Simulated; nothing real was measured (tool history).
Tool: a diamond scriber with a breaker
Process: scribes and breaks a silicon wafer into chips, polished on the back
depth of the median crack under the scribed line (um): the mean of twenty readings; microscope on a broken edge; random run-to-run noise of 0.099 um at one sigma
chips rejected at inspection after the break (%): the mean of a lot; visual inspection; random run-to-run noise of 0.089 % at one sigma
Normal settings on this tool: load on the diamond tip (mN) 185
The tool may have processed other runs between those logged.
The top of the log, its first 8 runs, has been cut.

run	day	load on the diamond tip (mN)	incoming depth of the damage left on the back of the incoming wafer, um	depth of the median crack under the scribed line (um)	chips rejected at inspection after the break (%)
9	9.704	151	0.05	9.63	13.14
10	10.588	185	0.03	11.21	1.97
11	11.817	185	0.03	11.07	2.02
12	13.062	185	0.03	11.09	1.91
13	14.404	185	0.03	11.01	1.96
14	15.179	185	0.04	11.11	1.91
15	15.75	185	0.03	10.81	2.03
16	17.2	143	0.02	9.1	15.45
17	18.633	185	0.02	10.83	2.07
18	22.992	185	0.03	11.01	2.18
19	24.246	185	0.04	10.91	2.22
20	25.6	185	0.02	10.93	2.65
21	26.271	224	0.03	12.41	2.4
22	26.929	185	0.01	10.99	2.52
23	27.854	138	0.03	8.79	20.13
24	28.504	134	0.04	8.52	22.41
25	29.471	224	0.02	12.33	2.62
26	30.262	229	0.02	12.64	3.37
27	30.942	169	0.04	10.15	6.4
# day 31.212: diamond tip replaced by a new one
# day 31.375: load on the tip recalibrated
28	32.346	145	0.03	9.75	11.83
29	33.442	241	0.03	13.75	10.83
30	34.458	212	0.04	12.55	2.73
31	35.521	206	0.03	12.36	1.7
32	36.558	217	0.02	12.68	3.35

Run 33 has not been measured yet. What should we expect?
33	38.667	163	0.02	?	?

depth of the median crack under the scribed line (um): 10.17
chips rejected at inspection after the break (%): 5.93
Minus the tool's unlogged condition, the same run would have read depth of the median crack under the scribed line (um) 10.5, chips rejected at inspection after the break (%) 3.77.
